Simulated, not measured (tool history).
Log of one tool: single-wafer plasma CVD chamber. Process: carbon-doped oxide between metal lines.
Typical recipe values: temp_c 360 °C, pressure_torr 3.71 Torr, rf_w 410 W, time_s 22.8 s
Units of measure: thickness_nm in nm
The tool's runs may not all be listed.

run,hour,temp_c,pressure_torr,rf_w,time_s,wafers since the last listed run,hours since the last thermocouple change,hours since the last RF generator calibration,hours since the last manometer calibration,hours since the showerhead was replaced,hours since the gauge calibration,"read-back reference wafer on the same gauge, thickness_nm",thickness_nm
1,0,360,3.71,410,19.5,0,744.8,728.5,1046.1,5031.2,1026.2,78.224,78.765
2,54.2,360,3.71,410,19.5,1059,799,782.7,1100.3,5085.4,1080.4,78.341,79.041
3,119.7,360,3.71,445,22.8,1279,864.5,848.2,1165.8,5150.9,1145.9,78.42,95.432
# hour 340.4: thermocouple changed; heater temperature recalibrated
# hour 364.1: gauge calibrated
4,405.9,360,3.71,445,22.8,5436,65.5,1134.4,1452,5437.1,41.8,78.372,95.544
5,513.8,360,3.71,410,22.8,2108,173.4,1242.3,1559.9,5545,149.7,78.206,90.523
6,615.3,360,3.71,410,22.8,1983,274.9,1343.8,1661.4,5646.5,251.2,78.02,89.969
7,715.6,360,3.71,410,22.8,1959,375.2,1444.1,1761.7,5746.8,351.5,78.401,90.874
8,798,360,3.71,410,22.8,1610,457.6,1526.5,1844.1,5829.2,433.9,78.258,91.085
9,873.7,360,3.71,410,22.8,1479,533.3,1602.2,1919.8,5904.9,509.6,78.333,90.391
10,933.5,372,3.71,410,22.8,1168,593.1,1662,1979.6,5964.7,569.4,78.275,88.235
11,1015.9,372,3.71,410,22.8,1610,675.5,1744.4,2062,6047.1,651.8,78.25,87.801
12,1112.3,372,3.71,410,22.8,1883,771.9,1840.8,2158.4,6143.5,748.2,78.177,87.165
13,1167.4,360,3.71,410,22.8,1076,827,1895.9,2213.5,6198.6,803.3,78.047,90.359
14,1211.7,360,3.71,410,22.8,865,871.3,1940.2,2257.8,6242.9,847.6,78.185,90.592
15,1290.5,360,3.71,410,20.7,1539,950.1,2019,2336.6,6321.7,926.4,78.312,81.728
# hour 1346.7: showerhead replaced
16,1355.3,360,3.71,360,22.8,1109,1014.9,2083.8,2401.4,8.6,991.2,78.286,85.343
# hour 1428.2: capacitance manometer re-zeroed and calibrated
# hour 1448.1: thermocouple changed; heater temperature recalibrated
17,1473.7,360,3.71,410,22.8,2001,25.6,2202.2,45.5,127,1109.6,78.181,90.209
# hour 1485.2: RF generator calibrated
18,1579.9,369,3.71,410,22.8,1918,131.8,94.7,151.7,233.2,1215.8,78.28,85.726
19,1616.9,352,3.71,375,19.2,723,168.8,131.7,188.7,270.2,1252.8,78.197,72.949
# hour 1626.7: gauge calibrated
20,1690.4,352,2.8,475,24.4,1436,242.3,205.2,262.2,343.7,63.7,78.283,101.95
21,1726.8,371,2.89,445,22.8,711,278.7,241.6,298.6,380.1,100.1,78.263,87.522
# hour 1762.4: RF generator calibrated, repeated, since the last time left the tool worse
22,1813.8,360,3.71,345,22.8,1543,365.7,51.4,385.6,467.1,187.1,78.119,85.254

Run 23 is up next; what results do you expect?
23,1855.9,369,3.71,345,20.7,822,407.8,93.5,427.7,509.2,229.2,?,?

Logged for run 23: read-back reference wafer on the same gauge, thickness_nm 78.267, thickness_nm 75.177 nm.
The same run, on a tool lacking any hidden state, would have yielded thickness_nm 75.431 nm.
